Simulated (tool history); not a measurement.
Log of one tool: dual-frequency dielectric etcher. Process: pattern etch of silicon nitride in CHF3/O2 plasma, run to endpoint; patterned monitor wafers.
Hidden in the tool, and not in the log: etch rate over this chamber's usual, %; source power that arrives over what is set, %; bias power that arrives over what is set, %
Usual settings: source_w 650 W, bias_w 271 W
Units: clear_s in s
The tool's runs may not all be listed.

run,hour,source_w,bias_w,wafers since the last listed run,hours since the last wet clean,hours since the last source power generator calibration,hours since the last bias power generator calibration,hours since the last upper electrode change,"incoming incoming film thickness, nm",clear_s
1,0,650,317,0,71.8,1495.8,1660.1,2207.4,74.8,39.5
2,14.9,540,218,260,86.7,1510.7,1675,2222.3,73.6,49.6
3,115.4,540,218,1758,187.2,1611.2,1775.5,2322.8,74.8,51
4,136.7,650,271,372,208.5,1632.5,1796.8,2344.1,74.1,42.9
5,153.3,650,271,290,225.1,1649.1,1813.4,2360.7,74.4,43.2
6,172.9,650,271,342,244.7,1668.7,1833,2380.3,74.4,43.6
7,205.6,650,271,572,277.4,1701.4,1865.7,2413,73.6,43.1
8,223.4,650,271,311,295.2,1719.2,1883.5,2430.8,74.7,44.8
# hour 249.5: wet clean of the chamber
9,250,650,271,45,0.5,1745.8,1910.1,2457.4,73.9,41.9
# hour 256.4: bias power generator calibrated
# hour 277.4: upper electrode replaced
10,312.7,650,271,659,63.2,1808.5,56.3,35.3,75,42.4
11,328.6,650,271,278,79.1,1824.4,72.2,51.2,74.2,42.8
12,355.8,650,271,475,106.3,1851.6,99.4,78.4,74.1,42.7
13,385,650,232,510,135.5,1880.8,128.6,107.6,74.1,47
# hour 401.3: source power generator calibrated
14,401.8,510,271,223,152.3,0.5,145.4,124.4,74.2,47.3
15,420,650,232,318,170.5,18.7,163.6,142.6,74.3,46.4
16,432.3,650,271,215,182.8,31,175.9,154.9,74.1,43.7
17,444.3,760,318,209,194.8,43,187.9,166.9,73.6,38.1
18,493.2,730,330,855,243.7,91.9,236.8,215.8,74.3,38.8
19,522,720,271,503,272.5,120.7,265.6,244.6,74.8,42.8
20,536.3,740,271,250,286.8,135,279.9,258.9,75.1,42.6
# hour 566.7: wet clean of the chamber
21,567.2,650,271,120,0.5,165.9,310.8,289.8,73.4,42.1
22,585.8,700,207,325,19.1,184.5,329.4,308.4,74.2,46.1
23,609.6,780,210,416,42.9,208.3,353.2,332.2,74.6,44.1
24,639.4,530,271,521,72.7,238.1,383,362,74.5,46.2
25,670.4,590,247,542,103.7,269.1,414,393,75.3,46.3
26,697.8,500,207,479,131.1,296.5,441.4,420.4,73.9,52.4

The next listed run, before its measurement:
27,714.3,650,271,288,147.6,313,457.9,436.9,74.8,?

clear_s: 43.6 s
Without the tool's hidden state the same run would have given clear_s 42.9 s.
